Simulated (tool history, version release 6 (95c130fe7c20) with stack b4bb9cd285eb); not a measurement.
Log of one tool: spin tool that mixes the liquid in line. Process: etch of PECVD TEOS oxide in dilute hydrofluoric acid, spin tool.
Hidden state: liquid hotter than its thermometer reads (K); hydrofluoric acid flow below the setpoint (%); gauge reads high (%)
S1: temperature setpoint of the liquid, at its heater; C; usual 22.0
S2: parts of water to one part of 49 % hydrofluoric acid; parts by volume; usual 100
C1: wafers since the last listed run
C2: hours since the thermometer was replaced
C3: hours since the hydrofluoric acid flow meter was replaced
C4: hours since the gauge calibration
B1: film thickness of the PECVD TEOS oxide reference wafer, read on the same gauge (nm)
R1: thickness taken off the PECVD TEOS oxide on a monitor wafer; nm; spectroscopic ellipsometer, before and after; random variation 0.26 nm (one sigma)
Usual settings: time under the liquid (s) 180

run 1 hour=0.0 | S1=22.0 S2=100 time_under_the_liquid_(s)=250 | C1=0 C2=2153.6 C3=2088.8 C4=288.9 | B1=80.01 | R1=63.30
run 2 hour=26.8 | S1=22.0 S2=100 time_under_the_liquid_(s)=250 | C1=194 C2=2180.4 C3=2115.6 C4=315.7 | B1=80.00 | R1=62.59
run 3 hour=54.4 | S1=22.0 S2=100 time_under_the_liquid_(s)=250 | C1=199 C2=2208.0 C3=2143.2 C4=343.3 | B1=80.03 | R1=63.02
run 4 hour=69.3 | S1=22.0 S2=100 time_under_the_liquid_(s)=180 | C1=107 C2=2222.9 C3=2158.1 C4=358.2 | B1=80.00 | R1=45.20
run 5 hour=170.7 | S1=22.0 S2=100 time_under_the_liquid_(s)=180 | C1=734 C2=2324.3 C3=2259.5 C4=459.6 | B1=80.01 | R1=45.32
run 6 hour=191.2 | S1=22.0 S2=115 time_under_the_liquid_(s)=180 | C1=148 C2=2344.8 C3=2280.0 C4=480.1 | B1=80.01 | R1=38.93
run 7 hour=226.0 | S1=22.0 S2=115 time_under_the_liquid_(s)=180 | C1=251 C2=2379.6 C3=2314.8 C4=514.9 | B1=80.02 | R1=38.18
run 8 hour=238.5 | S1=22.0 S2=115 time_under_the_liquid_(s)=180 | C1=90 C2=2392.1 C3=2327.3 C4=527.4 | B1=80.03 | R1=38.57
run 9 hour=256.7 | S1=22.0 S2=100 time_under_the_liquid_(s)=180 | C1=131 C2=2410.3 C3=2345.5 C4=545.6 | B1=80.01 | R1=44.79
-- hour=286.2 hydrofluoric acid flow meter replaced
run 10 hour=291.4 | S1=22.0 S2=100 time_under_the_liquid_(s)=180 | C1=244 C2=2445.0 C3=5.2 C4=580.3 | B1=80.03 | R1=49.13
-- hour=308.6 gauge calibrated
run 11 hour=323.7 | S1=22.0 S2=100 time_under_the_liquid_(s)=180 | C1=233 C2=2477.3 C3=37.5 C4=15.1 | B1=79.99 | R1=48.85
run 12 hour=347.8 | S1=22.0 S2=120 time_under_the_liquid_(s)=180 | C1=174 C2=2501.4 C3=61.6 C4=39.2 | B1=80.00 | R1=40.14
run 13 hour=363.3 | S1=22.0 S2=120 time_under_the_liquid_(s)=180 | C1=112 C2=2516.9 C3=77.1 C4=54.7 | B1=80.01 | R1=39.69
run 14 hour=375.6 | S1=22.0 S2=120 time_under_the_liquid_(s)=180 | C1=89 C2=2529.2 C3=89.4 C4=67.0 | B1=80.01 | R1=40.12
run 15 hour=399.0 | S1=17.5 S2=130 time_under_the_liquid_(s)=180 | C1=169 C2=2552.6 C3=112.8 C4=90.4 | B1=80.02 | R1=30.24
run 16 hour=418.1 | S1=22.0 S2=100 time_under_the_liquid_(s)=180 | C1=138 C2=2571.7 C3=131.9 C4=109.5 | B1=79.96 | R1=48.49
-- hour=433.5 thermometer replaced
run 17 hour=436.3 | S1=22.0 S2=100 time_under_the_liquid_(s)=280 | C1=124 C2=2.8 C3=150.1 C4=127.7 | B1=80.01 | R1=76.32
run 18 hour=460.5 | S1=25.5 S2=65 time_under_the_liquid_(s)=180 | C1=175 C2=27.0 C3=174.3 C4=151.9 | B1=79.94 | R1=89.97
run 19 hour=492.3 | S1=22.0 S2=100 time_under_the_liquid_(s)=180 | C1=230 C2=58.8 C3=206.1 C4=183.7 | B1=80.01 | R1=48.45
run 20 hour=513.8 | S1=18.5 S2=100 time_under_the_liquid_(s)=150 | C1=155 C2=80.3 C3=227.6 C4=205.2 | B1=79.98 | R1=35.03
run 21 hour=536.6 | S1=19.5 S2=140 time_under_the_liquid_(s)=245 | C1=165 C2=103.1 C3=250.4 C4=228.0 | B1=79.99 | R1=40.72
run 22 hour=557.4 | S1=24.5 S2=120 time_under_the_liquid_(s)=180 | C1=150 C2=123.9 C3=271.2 C4=248.8 | B1=80.03 | R1=44.09
run 23 hour=577.7 | S1=22.0 S2=100 time_under_the_liquid_(s)=180 | C1=146 C2=144.2 C3=291.5 C4=269.1 | B1=80.02 | R1=48.58
run 24 hour=598.8 | S1=26.0 S2=100 time_under_the_liquid_(s)=115 | C1=152 C2=165.3 C3=312.6 C4=290.2 | B1=80.03 | R1=36.39
run 25 hour=634.6 | S1=23.5 S2=85 time_under_the_liquid_(s)=120 | C1=259 C2=201.1 C3=348.4 C4=326.0 | B1=80.03 | R1=40.75
run 26 hour=649.3 | S1=22.0 S2=85 time_under_the_liquid_(s)=130 | C1=106 C2=215.8 C3=363.1 C4=340.7 | B1=79.98 | R1=41.63
run 27 hour=683.2 | S1=17.0 S2=70 time_under_the_liquid_(s)=180 | C1=245 C2=249.7 C3=397.0 C4=374.6 | B1=80.01 | R1=57.27
run 28 hour=705.7 | S1=22.0 S2=75 time_under_the_liquid_(s)=245 | C1=162 C2=272.2 C3=419.5 C4=397.1 | B1=79.97 | R1=90.67

3 ways to go on from here, each from the tool as it stands after run 28. What would each give?
run A hour=706.2 | S1=19.0 S2=100 time_under_the_liquid_(s)=180 | C1=3 C2=272.7 C3=420.0 C4=397.6 | B1=? | R1=?
run B hour=706.2 | S1=22.0 S2=125 time_under_the_liquid_(s)=270 | C1=3 C2=272.7 C3=420.0 C4=397.6 | B1=? | R1=?
run C hour=706.2 | S1=22.0 S2=150 time_under_the_liquid_(s)=80 | C1=3 C2=272.7 C3=420.0 C4=397.6 | B1=? | R1=?

run=A B1=79.97 R1=42.52
run=B B1=79.97 R1=56.00
run=C B1=79.97 R1=13.44
Without the tool's hidden state the same runs would have given:
run=A R1=43.76
run=B R1=57.69
run=C R1=13.85
